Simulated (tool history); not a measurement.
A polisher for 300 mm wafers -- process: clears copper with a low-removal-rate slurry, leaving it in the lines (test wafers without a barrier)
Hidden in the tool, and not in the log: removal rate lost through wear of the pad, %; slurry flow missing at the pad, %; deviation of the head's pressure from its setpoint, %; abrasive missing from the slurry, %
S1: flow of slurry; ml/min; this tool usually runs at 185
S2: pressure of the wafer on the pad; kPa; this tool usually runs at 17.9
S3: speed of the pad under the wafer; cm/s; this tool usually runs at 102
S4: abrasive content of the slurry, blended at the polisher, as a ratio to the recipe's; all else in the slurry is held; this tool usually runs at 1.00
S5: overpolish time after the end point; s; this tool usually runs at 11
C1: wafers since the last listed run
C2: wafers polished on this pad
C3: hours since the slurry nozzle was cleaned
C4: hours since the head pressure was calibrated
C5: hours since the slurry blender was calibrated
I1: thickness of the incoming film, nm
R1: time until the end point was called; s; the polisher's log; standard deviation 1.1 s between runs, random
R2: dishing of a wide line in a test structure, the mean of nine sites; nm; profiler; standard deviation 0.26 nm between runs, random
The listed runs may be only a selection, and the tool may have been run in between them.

run,hour,S1,S2,S3,S4,S5,C1,C2,C3,C4,C5,I1,R1,R2
1,0.0,185,17.9,80,1.00,11,0,552,279.9,869.0,20.6,203.0,112.5,15.8
2,16.4,185,17.9,80,1.00,11,119,671,296.3,885.4,37.0,205.3,110.1,15.7
3,33.7,185,17.9,80,1.00,11,125,796,313.6,902.7,54.3,205.6,117.2,15.2
# hour 44.5: worn pad replaced by a new one
4,45.0,185,17.9,126,1.00,11,53,3,324.9,914.0,65.6,205.4,70.9,24.4
5,54.6,185,17.9,126,1.00,11,69,73,334.5,923.6,75.2,205.0,70.4,23.8
6,65.2,185,17.9,84,1.00,11,76,150,345.1,934.2,85.8,201.3,105.8,16.4
# hour 73.3: slurry nozzle cleaned
7,79.3,185,17.9,84,1.00,11,95,245,6.0,948.3,99.9,206.2,112.7,16.0
# hour 81.7: slurry blender recalibrated
8,85.8,185,17.9,84,1.00,11,32,278,12.5,954.8,4.1,206.2,101.8,16.9
# hour 88.6: head pressure recalibrated
9,101.3,185,13.1,102,1.00,13,98,376,28.0,12.7,19.6,206.9,117.5,17.6
10,118.0,185,21.4,102,1.00,11,121,497,44.7,29.4,36.3,201.2,72.9,23.2
11,132.8,125,17.9,130,1.25,18,107,604,59.5,44.2,51.1,206.6,70.8,37.4
12,140.1,155,22.1,102,1.10,16,53,657,66.8,51.5,58.4,206.0,76.2,32.5
13,152.1,185,17.9,102,1.00,11,87,744,78.8,63.5,70.4,202.1,92.6,18.8
# hour 170.3: slurry blender recalibrated
14,170.8,220,17.9,102,0.70,11,121,866,97.5,82.2,0.5,205.1,93.0,18.1
15,176.4,220,12.4,132,0.90,11,40,906,103.1,87.8,6.1,206.8,97.1,17.6
# hour 187.0: worn pad replaced by a new one
16,192.7,185,17.9,102,0.85,11,89,41,119.4,104.1,22.4,202.5,85.6,19.8
17,207.5,185,17.9,102,1.00,11,107,148,134.2,118.9,37.2,203.2,85.9,20.1
18,219.7,185,14.5,114,1.00,6,88,237,146.4,131.1,49.4,208.7,98.8,10.1
19,236.1,185,21.4,102,0.85,11,119,356,162.8,147.5,65.8,205.4,78.1,21.9
20,242.8,185,17.9,102,1.00,11,48,404,169.5,154.2,72.5,207.0,92.5,18.8

Branching from run 20: 3 alternative next runs. What would each branch give?
A,243.3,185,17.9,102,1.00,11,3,408,170.0,154.7,73.0,206.5,?,?
B,243.3,185,21.4,112,1.20,11,3,408,170.0,154.7,73.0,206.5,?,?
C,243.3,160,17.9,102,1.00,16,3,408,170.0,154.7,73.0,206.5,?,?

run,R1,R2
A,93.3,18.9
B,68.8,25.2
C,94.6,26.4
Stripped of hidden state, with their random variation kept, the same runs would have yielded:
run,R1,R2
A,82.5,21.2
B,60.8,28.2
C,83.7,29.4
